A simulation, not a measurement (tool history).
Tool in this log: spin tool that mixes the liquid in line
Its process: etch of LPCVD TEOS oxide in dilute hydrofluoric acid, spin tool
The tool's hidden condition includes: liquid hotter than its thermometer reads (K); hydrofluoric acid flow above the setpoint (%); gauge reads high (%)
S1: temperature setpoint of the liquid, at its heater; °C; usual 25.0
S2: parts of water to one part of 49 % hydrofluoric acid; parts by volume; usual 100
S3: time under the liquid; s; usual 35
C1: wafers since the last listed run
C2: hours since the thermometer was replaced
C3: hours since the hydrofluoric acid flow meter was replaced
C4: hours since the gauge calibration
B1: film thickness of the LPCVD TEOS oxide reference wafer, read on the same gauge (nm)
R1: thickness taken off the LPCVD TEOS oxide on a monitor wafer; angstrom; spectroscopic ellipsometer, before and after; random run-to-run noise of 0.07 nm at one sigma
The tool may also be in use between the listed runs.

{"run": 1, "hour": 0.0, "S1": 25.0, "S2": 100, "S3": 25, "C1": 0, "C2": 859.9, "C3": 14.2, "C4": 1852.4, "B1": 120.01, "R1": 94.8}
{"run": 2, "hour": 76.3, "S1": 25.0, "S2": 100, "S3": 25, "C1": 1074, "C2": 936.2, "C3": 90.5, "C4": 1928.7, "B1": 120.01, "R1": 93.4}
{"run": 3, "hour": 125.4, "S1": 21.5, "S2": 100, "S3": 50, "C1": 691, "C2": 985.3, "C3": 139.6, "C4": 1977.8, "B1": 120.0, "R1": 165.2}
{"run": 4, "hour": 210.5, "S1": 21.5, "S2": 100, "S3": 50, "C1": 1198, "C2": 1070.4, "C3": 224.7, "C4": 2062.9, "B1": 120.06, "R1": 164.0}
{"run": 5, "hour": 288.8, "S1": 27.5, "S2": 100, "S3": 35, "C1": 1102, "C2": 1148.7, "C3": 303.0, "C4": 2141.2, "B1": 119.98, "R1": 145.9}
{"run": 6, "hour": 380.3, "S1": 25.0, "S2": 100, "S3": 35, "C1": 1288, "C2": 1240.2, "C3": 394.5, "C4": 2232.7, "B1": 119.99, "R1": 133.3}
{"run": 7, "hour": 438.1, "S1": 25.0, "S2": 100, "S3": 35, "C1": 813, "C2": 1298.0, "C3": 452.3, "C4": 2290.5, "B1": 120.01, "R1": 133.3}
{"run": 8, "hour": 491.6, "S1": 25.0, "S2": 100, "S3": 35, "C1": 753, "C2": 1351.5, "C3": 505.8, "C4": 2344.0, "B1": 120.01, "R1": 133.4}
{"run": 9, "hour": 552.4, "S1": 25.0, "S2": 100, "S3": 35, "C1": 856, "C2": 1412.3, "C3": 566.6, "C4": 2404.8, "B1": 119.99, "R1": 132.0}
{"run": 10, "hour": 601.8, "S1": 25.0, "S2": 80, "S3": 20, "C1": 695, "C2": 1461.7, "C3": 616.0, "C4": 2454.2, "B1": 120.01, "R1": 97.8}
{"run": 11, "hour": 705.8, "S1": 28.5, "S2": 135, "S3": 35, "C1": 1464, "C2": 1565.7, "C3": 720.0, "C4": 2558.2, "B1": 120.03, "R1": 109.2}
{"run": 12, "hour": 774.5, "S1": 25.0, "S2": 100, "S3": 35, "C1": 967, "C2": 1634.4, "C3": 788.7, "C4": 2626.9, "B1": 120.02, "R1": 134.2}
{"run": 13, "hour": 857.3, "S1": 29.5, "S2": 150, "S3": 35, "C1": 1166, "C2": 1717.2, "C3": 871.5, "C4": 2709.7, "B1": 119.99, "R1": 100.2}
{"run": 14, "hour": 919.9, "S1": 29.0, "S2": 125, "S3": 35, "C1": 881, "C2": 1779.8, "C3": 934.1, "C4": 2772.3, "B1": 119.99, "R1": 121.9}
{"run": 15, "hour": 971.0, "S1": 28.0, "S2": 80, "S3": 35, "C1": 719, "C2": 1830.9, "C3": 985.2, "C4": 2823.4, "B1": 119.99, "R1": 195.3}
{"hour": 999.6, "done": "thermometer replaced"}
{"run": 16, "hour": 1025.5, "S1": 25.0, "S2": 100, "S3": 20, "C1": 753, "C2": 25.9, "C3": 1039.7, "C4": 2877.9, "B1": 120.0, "R1": 77.1}
{"run": 17, "hour": 1064.8, "S1": 28.0, "S2": 65, "S3": 30, "C1": 553, "C2": 65.2, "C3": 1079.0, "C4": 2917.2, "B1": 119.99, "R1": 210.4}
{"run": 18, "hour": 1116.2, "S1": 25.0, "S2": 100, "S3": 35, "C1": 723, "C2": 116.6, "C3": 1130.4, "C4": 2968.6, "B1": 120.0, "R1": 134.2}
{"run": 19, "hour": 1221.1, "S1": 25.0, "S2": 100, "S3": 50, "C1": 1477, "C2": 221.5, "C3": 1235.3, "C4": 3073.5, "B1": 120.01, "R1": 193.3}
{"run": 20, "hour": 1306.9, "S1": 25.0, "S2": 100, "S3": 35, "C1": 1208, "C2": 307.3, "C3": 1321.1, "C4": 3159.3, "B1": 120.02, "R1": 136.5}
{"run": 21, "hour": 1392.6, "S1": 25.0, "S2": 120, "S3": 35, "C1": 1206, "C2": 393.0, "C3": 1406.8, "C4": 3245.0, "B1": 120.02, "R1": 109.5}
{"hour": 1489.4, "done": "gauge calibrated"}
{"run": 22, "hour": 1582.1, "S1": 25.0, "S2": 70, "S3": 20, "C1": 2668, "C2": 582.5, "C3": 1596.3, "C4": 92.7, "B1": 119.98, "R1": 115.5}
{"run": 23, "hour": 1671.0, "S1": 25.0, "S2": 135, "S3": 30, "C1": 1251, "C2": 671.4, "C3": 1685.2, "C4": 181.6, "B1": 119.99, "R1": 83.4}
{"hour": 1699.7, "done": "hydrofluoric acid flow meter replaced"}
{"run": 24, "hour": 1749.4, "S1": 25.0, "S2": 145, "S3": 35, "C1": 1089, "C2": 749.8, "C3": 49.7, "C4": 260.0, "B1": 120.02, "R1": 85.9}
{"run": 25, "hour": 1822.7, "S1": 29.5, "S2": 140, "S3": 35, "C1": 1032, "C2": 823.1, "C3": 123.0, "C4": 333.3, "B1": 120.05, "R1": 106.4}
{"run": 26, "hour": 1887.0, "S1": 22.5, "S2": 100, "S3": 35, "C1": 905, "C2": 887.4, "C3": 187.3, "C4": 397.6, "B1": 119.98, "R1": 119.1}
{"run": 27, "hour": 1944.7, "S1": 25.0, "S2": 100, "S3": 35, "C1": 812, "C2": 945.1, "C3": 245.0, "C4": 455.3, "B1": 119.99, "R1": 131.0}
{"run": 28, "hour": 2006.9, "S1": 22.0, "S2": 60, "S3": 25, "C1": 875, "C2": 1007.3, "C3": 307.2, "C4": 517.5, "B1": 119.99, "R1": 148.0}
{"run": 29, "hour": 2112.4, "S1": 27.0, "S2": 140, "S3": 45, "C1": 1485, "C2": 1112.8, "C3": 412.7, "C4": 623.0, "B1": 119.97, "R1": 124.5}
{"run": 30, "hour": 2209.1, "S1": 25.0, "S2": 100, "S3": 45, "C1": 1361, "C2": 1209.5, "C3": 509.4, "C4": 719.7, "B1": 119.96, "R1": 170.3}
{"run": 31, "hour": 2258.5, "S1": 25.0, "S2": 130, "S3": 35, "C1": 695, "C2": 1258.9, "C3": 558.8, "C4": 769.1, "B1": 120.01, "R1": 99.3}
{"run": 32, "hour": 2325.1, "S1": 21.5, "S2": 125, "S3": 20, "C1": 937, "C2": 1325.5, "C3": 625.4, "C4": 835.7, "B1": 120.03, "R1": 50.8}
{"run": 33, "hour": 2430.1, "S1": 22.0, "S2": 60, "S3": 25, "C1": 1478, "C2": 1430.5, "C3": 730.4, "C4": 940.7, "B1": 120.04, "R1": 148.3}

The tool's hidden state at each run:
liquid hotter than its thermometer reads (K): 0 at every run
gauge reads high (%): 0 at every run
H1: hydrofluoric acid flow above the setpoint (%)
run=1 H1=0.274
run=2 H1=0.416
run=3 H1=0.508
run=4 H1=0.666
run=5 H1=0.812
run=6 H1=0.983
run=7 H1=1.09
run=8 H1=1.19
run=9 H1=1.3
run=10 H1=1.4
run=11 H1=1.59
run=12 H1=1.72
run=13 H1=1.87
run=14 H1=1.99
run=15 H1=2.08
run=16 H1=2.19
run=17 H1=2.26
run=18 H1=2.35
run=19 H1=2.55
run=20 H1=2.71
run=21 H1=2.87
run=22 H1=3.22
run=23 H1=3.39
run=24 H1=0.109
run=25 H1=0.245
run=26 H1=0.365
run=27 H1=0.473
run=28 H1=0.589
run=29 H1=0.785
run=30 H1=0.965
run=31 H1=1.06
run=32 H1=1.18
run=33 H1=1.38

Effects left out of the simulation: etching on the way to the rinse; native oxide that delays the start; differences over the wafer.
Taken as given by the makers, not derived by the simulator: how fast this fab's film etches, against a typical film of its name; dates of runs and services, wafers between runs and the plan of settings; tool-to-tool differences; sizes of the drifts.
